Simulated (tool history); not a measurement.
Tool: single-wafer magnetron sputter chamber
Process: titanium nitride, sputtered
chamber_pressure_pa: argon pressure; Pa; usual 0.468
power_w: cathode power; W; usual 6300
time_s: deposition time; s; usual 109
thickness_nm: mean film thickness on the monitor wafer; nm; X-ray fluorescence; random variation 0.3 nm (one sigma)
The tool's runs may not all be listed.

run     day  chamber_pressure_pa  power_w  time_s  wafers since the last listed run  wafers on the sputter target  hours since the last manometer calibration  hours since the magnet pack was replaced  hours since the gauge calibration  read-back reference wafer on the same gauge, thickness_nm  thickness_nm
  1       0                0.468     6300     109                                 0                          2916                                      1692.7                                    4156.9                              533.8                                                    117.051       113.425
  2   3.217                0.468     6300     109                               636                          3553                                      1769.9                                    4234.1                                611                                                    116.945       113.703
      3.804  -- sputter target and shields replaced
  3   4.521                0.468     6300     109                               192                           141                                      1801.2                                    4265.4                              642.3                                                    116.945       116.076
  4   5.217                0.468     6300     109                               137                           279                                      1817.9                                    4282.1                                659                                                     116.99       116.712
  5   6.358                0.468     6300     109                               226                           505                                      1845.3                                    4309.5                              686.4                                                     116.99        115.84
  6   7.388                0.468     7550     117                               203                           709                                        1870                                    4334.2                              711.1                                                    117.037       148.483
  7   8.125                0.468     7550     117                               146                           855                                      1887.7                                    4351.9                              728.8                                                    117.061       148.947
      9.342  -- capacitance manometer re-zeroed and calibrated
  8   9.362                0.468     7550     117                               179                          1034                                         0.5                                    4381.6                              758.5                                                    117.002       147.795
      9.362  -- gauge calibrated
  9  10.467                0.468     5550     109                               218                          1253                                          27                                    4408.1                               26.5                                                    117.005       101.253
 10   11.65                0.468     6300     109                               234                          1487                                        55.4                                    4436.5                               54.9                                                    116.982       114.413
 11  12.888                0.468     6300     109                               245                          1732                                        85.1                                    4466.2                               84.6                                                    117.215       114.896
 12  13.904                0.468     6300     101                               201                          1933                                       109.5                                    4490.6                                109                                                        117       105.768
 13   15.35                0.468     6300     121                               286                          2220                                       144.2                                    4525.3                              143.7                                                    116.942       127.076
 14  16.158                0.468     6300     121                               160                          2380                                       163.6                                    4544.7                              163.1                                                    117.004       127.521
 15  16.796                0.468     5600      91                               126                          2506                                       178.9                                      4560                              178.4                                                    117.071        84.604
     19.308  -- magnet pack replaced
 16  19.621                0.584     7200     120                               493                          2999                                       246.7                                       7.5                              246.2                                                    116.934       137.302
 17  20.546                0.468     6300     109                               183                          3182                                       268.9                                      29.7                              268.4                                                    116.974       114.538
 18  21.571                0.608     4950     126                               202                          3385                                       293.5                                      54.3                                293                                                    116.893        98.332

Forecast run 19:
     22.042  -- sputter target and shields replaced
 19  23.008                0.316     4800     118                               218                           191                                         328                                      88.8                              327.5                                                          ?             ?

{"run 19": {"read-back reference wafer on the same gauge, thickness_nm": 117.059, "thickness_nm": 102.237}}
Without the tool's hidden state the same run would have given thickness_nm 102.812 nm.

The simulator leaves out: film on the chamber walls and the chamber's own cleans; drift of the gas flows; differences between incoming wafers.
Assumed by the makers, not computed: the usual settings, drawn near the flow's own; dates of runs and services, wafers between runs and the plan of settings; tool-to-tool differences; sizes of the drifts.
